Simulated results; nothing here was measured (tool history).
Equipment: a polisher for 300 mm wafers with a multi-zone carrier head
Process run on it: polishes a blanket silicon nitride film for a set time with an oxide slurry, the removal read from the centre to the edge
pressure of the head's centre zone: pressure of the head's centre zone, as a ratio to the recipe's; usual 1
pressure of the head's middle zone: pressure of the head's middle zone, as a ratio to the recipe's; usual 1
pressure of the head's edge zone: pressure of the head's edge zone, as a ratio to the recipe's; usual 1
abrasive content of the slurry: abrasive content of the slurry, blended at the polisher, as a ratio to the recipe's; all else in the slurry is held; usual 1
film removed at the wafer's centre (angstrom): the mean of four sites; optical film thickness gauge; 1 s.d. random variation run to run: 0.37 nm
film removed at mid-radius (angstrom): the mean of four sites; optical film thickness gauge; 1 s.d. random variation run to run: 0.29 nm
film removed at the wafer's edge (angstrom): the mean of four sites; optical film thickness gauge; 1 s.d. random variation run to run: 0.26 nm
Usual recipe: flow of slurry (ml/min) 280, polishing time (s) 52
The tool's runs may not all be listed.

run   hour  flow of slurry (ml/min)  pressure of the head's centre zone  pressure of the head's middle zone  pressure of the head's edge zone  abrasive content of the slurry  polishing time (s)  incoming thickness of the incoming film, nm  film removed at the wafer's centre (angstrom)  film removed at mid-radius (angstrom)  film removed at the wafer's edge (angstrom)
  1      0                      330                                   1                                   1                              0.93                               1                  41                                        418.9                                            262                                    262                                          245
  2   19.3                      320                                   1                                 1.1                              0.88                               1                  52                                        415.8                                            327                                    363                                          303
  3   40.6                      280                                   1                                0.92                                 1                               1                  52                                        417.1                                            314                                    300                                          315
  4  117.6                      205                                0.94                                   1                                 1                               1                  41                                        418.7                                            225                                    242                                          235
  5  145.2                      280                                   1                                0.89                                 1                             0.8                  66                                          425                                            344                                    319                                          342
  6  170.7                      280                                   1                                1.11                                 1                               1                  52                                        419.2                                            305                                    345                                          306
  7  182.9                      280                                 0.9                                   1                              1.07                            1.15                  64                                        415.7                                            363                                    409                                          414
       222  -- slurry nozzle cleaned
  8  227.9                      280                                   1                                   1                                 1                               1                  52                                          423                                            305                                    310                                          303
  9  244.2                      280                                0.92                                   1                                 1                               1                  52                                        420.8                                            284                                    313                                          304
 10  266.2                      280                                   1                                   1                                 1                               1                  58                                        418.3                                            341                                    348                                          341
       274  -- worn pad replaced by a new one
 11    288                      280                                0.95                                   1                               1.1                               1                  52                                        419.6                                            313                                    329                                          342
 12  368.9                      280                                1.05                                   1                              0.97                               1                  52                                        419.2                                            329                                    319                                          312
     380.3  -- centre zone pressure recalibrated
 13  399.7                      280                                1.12                                   1                              0.93                               1                  52                                        421.2                                            339                                    314                                          299
 14  427.2                      280                                   1                                   1                                 1                               1                  52                                        419.6                                            304                                    313                                          311
 15  449.7                      190                                   1                                   1                                 1                               1                  52                                        414.8                                            297                                    306                                          301
 16  463.2                      315                                   1                                 1.1                              1.03                               1                  39                                        419.6                                            232                                    257                                          233
 17  483.5                      280                                1.07                                   1                                 1                               1                  52                                        421.4                                            328                                    312                                          306
 18  518.5                      280                                   1                                   1                              1.06                               1                  52                                          416                                            305                                    308                                          314
 19    536                      320                                1.04                                0.89                                 1                            1.25                  52                                        417.4                                            353                                    315                                          342
 20  554.8                      280                                   1                                   1                                 1                               1                  52                                        420.1                                            303                                    308                                          304
     580.8  -- worn pad replaced by a new one
 21  587.1                      330                                 0.9                                   1                              0.96                             1.3                  52                                        427.6                                            344                                    386                                          367

Alternative continuations, all from the tool just after run 21; predict every row:
  A  587.5                      280                                   1                                   1                                 1                               1                  52                                        419.1                                              ?                                      ?                                            ?
  B  587.5                      280                                   1                                   1                              1.09                            1.25                  57                                        419.1                                              ?                                      ?                                            ?
  C  587.5                      230                                   1                                   1                                 1                             0.9                  52                                        419.1                                              ?                                      ?                                            ?
  D  587.5                      280                                   1                                   1                              1.06                               1                  43                                        419.1                                              ?                                      ?                                            ?
  E  587.5                      280                                   1                                   1                                 1                               1                  65                                        419.1                                              ?                                      ?                                            ?

run  film removed at the wafer's centre (angstrom)  film removed at mid-radius (angstrom)  film removed at the wafer's edge (angstrom)
  A                                            329                                    335                                          327
  B                                            401                                    409                                          416
  C                                            306                                    312                                          305
  D                                            272                                    277                                          278
  E                                            411                                    419                                          408
Take away the tool's hidden state, keep each run's random variation, and the runs would have read:
run  film removed at the wafer's centre (angstrom)  film removed at mid-radius (angstrom)  film removed at the wafer's edge (angstrom)
  A                                            335                                    342                                          333
  B                                            409                                    417                                          423
  C                                            312                                    318                                          311
  D                                            277                                    283                                          283
  E                                            419                                    427                                          416

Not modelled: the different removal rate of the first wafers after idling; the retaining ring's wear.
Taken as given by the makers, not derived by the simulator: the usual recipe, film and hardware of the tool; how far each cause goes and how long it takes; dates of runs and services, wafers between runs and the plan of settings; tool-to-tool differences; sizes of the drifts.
